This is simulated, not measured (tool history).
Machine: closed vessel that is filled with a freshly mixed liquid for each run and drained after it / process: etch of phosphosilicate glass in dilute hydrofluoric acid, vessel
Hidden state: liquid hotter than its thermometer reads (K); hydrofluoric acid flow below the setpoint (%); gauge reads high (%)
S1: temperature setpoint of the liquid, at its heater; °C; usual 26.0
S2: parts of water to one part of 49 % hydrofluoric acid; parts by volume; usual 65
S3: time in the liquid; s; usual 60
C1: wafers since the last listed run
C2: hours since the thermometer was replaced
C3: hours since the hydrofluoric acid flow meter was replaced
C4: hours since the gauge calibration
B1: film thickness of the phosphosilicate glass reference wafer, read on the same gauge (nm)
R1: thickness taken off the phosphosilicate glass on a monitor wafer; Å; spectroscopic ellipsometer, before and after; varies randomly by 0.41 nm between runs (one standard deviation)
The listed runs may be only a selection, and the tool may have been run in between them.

Run 1, hour 0.0: usual settings; C1 0; C2 1164.1; C3 593.0; C4 2724.9; B1 76.77. Result: R1 761.4 Å.
Run 2, hour 72.3: usual settings; C1 9471; C2 1236.4; C3 665.3; C4 2797.2; B1 76.73. Result: R1 763.6 Å.
Run 3, hour 172.6: usual settings; C1 13139; C2 1336.7; C3 765.6; C4 2897.5; B1 76.72. Result: R1 759.7 Å.
Run 4, hour 235.8: usual settings; C1 8279; C2 1399.9; C3 828.8; C4 2960.7; B1 76.67. Result: R1 751.2 Å.
Run 5, hour 328.2: usual settings; C1 12104; C2 1492.3; C3 921.2; C4 3053.1; B1 76.66. Result: R1 757.8 Å.
Run 6, hour 377.5: usual settings; C1 6458; C2 1541.6; C3 970.5; C4 3102.4; B1 76.67. Result: R1 754.6 Å.
Run 7, hour 474.1: usual settings; C1 12655; C2 1638.2; C3 1067.1; C4 3199.0; B1 76.66. Result: R1 755.8 Å.
Run 8, hour 574.7: usual settings; C1 13179; C2 1738.8; C3 1167.7; C4 3299.6; B1 76.64. Result: R1 759.4 Å.
Run 9, hour 642.9: usual settings; C1 8934; C2 1807.0; C3 1235.9; C4 3367.8; B1 76.64. Result: R1 756.8 Å.
Run 10, hour 682.6: usual settings; C1 5200; C2 1846.7; C3 1275.6; C4 3407.5; B1 76.63. Result: R1 754.9 Å.
At hour 797.9: gauge calibrated.
Run 11, hour 831.3: usual settings but S3 90 s; C1 19480; C2 1995.4; C3 1424.3; C4 33.4; B1 80.10. Result: R1 1189.8 Å.
Run 12, hour 897.2: usual settings but S1 29.5 °C, S2 40 parts by volume, S3 75 s; C1 8633; C2 2061.3; C3 1490.2; C4 99.3; B1 79.90. Result: R1 1901.1 Å.
Run 13, hour 941.1: usual settings but S1 23.0 °C; C1 5751; C2 2105.2; C3 1534.1; C4 143.2; B1 79.83. Result: R1 703.9 Å.
Run 14, hour 1011.9: usual settings; C1 9275; C2 2176.0; C3 1604.9; C4 214.0; B1 79.63. Result: R1 786.3 Å.
Run 15, hour 1113.1: usual settings but S1 22.5 °C, S2 95 parts by volume, S3 35 s; C1 13257; C2 2277.2; C3 1706.1; C4 315.2; B1 79.39. Result: R1 261.5 Å.
Run 16, hour 1218.9: usual settings; C1 13860; C2 2383.0; C3 1811.9; C4 421.0; B1 79.15. Result: R1 792.3 Å.
Run 17, hour 1290.5: usual settings but S1 24.5 °C, S2 35 parts by volume, S3 80 s; C1 9379; C2 2454.6; C3 1883.5; C4 492.6; B1 79.08. Result: R1 1892.8 Å.
Run 18, hour 1337.7: usual settings but S1 28.5 °C, S2 80 parts by volume, S3 90 s; C1 6183; C2 2501.8; C3 1930.7; C4 539.8; B1 78.94. Result: R1 1038.7 Å.
Run 19, hour 1441.1: usual settings but S1 21.0 °C, S2 55 parts by volume; C1 13545; C2 2605.2; C3 2034.1; C4 643.2; B1 78.81. Result: R1 751.5 Å.
Run 20, hour 1514.4: usual settings but S2 55 parts by volume; C1 9602; C2 2678.5; C3 2107.4; C4 716.5; B1 78.71. Result: R1 935.7 Å.
At hour 1582.3: hydrofluoric acid flow meter replaced.
Run 21, hour 1593.8: usual settings but S3 30 s; C1 10270; C2 2757.9; C3 11.5; C4 795.9; B1 78.56. Result: R1 389.8 Å.
At hour 1598.1: thermometer replaced.
Run 22, hour 1655.4: usual settings; C1 7938; C2 57.3; C3 73.1; C4 857.5; B1 78.45. Result: R1 782.1 Å.
Run 23, hour 1702.6: usual settings but S2 80 parts by volume; C1 6183; C2 104.5; C3 120.3; C4 904.7; B1 78.44. Result: R1 621.3 Å.
Run 24, hour 1772.1: usual settings but S1 22.5 °C, S2 35 parts by volume, S3 30 s; C1 9104; C2 174.0; C3 189.8; C4 974.2; B1 78.33. Result: R1 645.0 Å.
Run 25, hour 1866.5: usual settings; C1 12366; C2 268.4; C3 284.2; C4 1068.6; B1 78.24. Result: R1 765.3 Å.
Run 26, hour 1935.0: usual settings but S1 28.0 °C, S2 90 parts by volume, S3 90 s; C1 8973; C2 336.9; C3 352.7; C4 1137.1; B1 78.15. Result: R1 874.3 Å.
Run 27, hour 1989.3: usual settings but S3 75 s; C1 7113; C2 391.2; C3 407.0; C4 1191.4; B1 78.07. Result: R1 969.2 Å.

Run 28, settings as shown, results not yet in. Your forecast:
Run 28, hour 2077.8: usual settings but S1 22.0 °C, S2 55 parts by volume; C1 11593; C2 479.7; C3 495.5; C4 1279.9; B1 ?. Result: R1 ?.

{"run 28": {"B1": 78.04, "R1": 780.8}}
If the tool had no hidden condition, the same run with the same run-to-run variation would have returned R1 800.7 Å.

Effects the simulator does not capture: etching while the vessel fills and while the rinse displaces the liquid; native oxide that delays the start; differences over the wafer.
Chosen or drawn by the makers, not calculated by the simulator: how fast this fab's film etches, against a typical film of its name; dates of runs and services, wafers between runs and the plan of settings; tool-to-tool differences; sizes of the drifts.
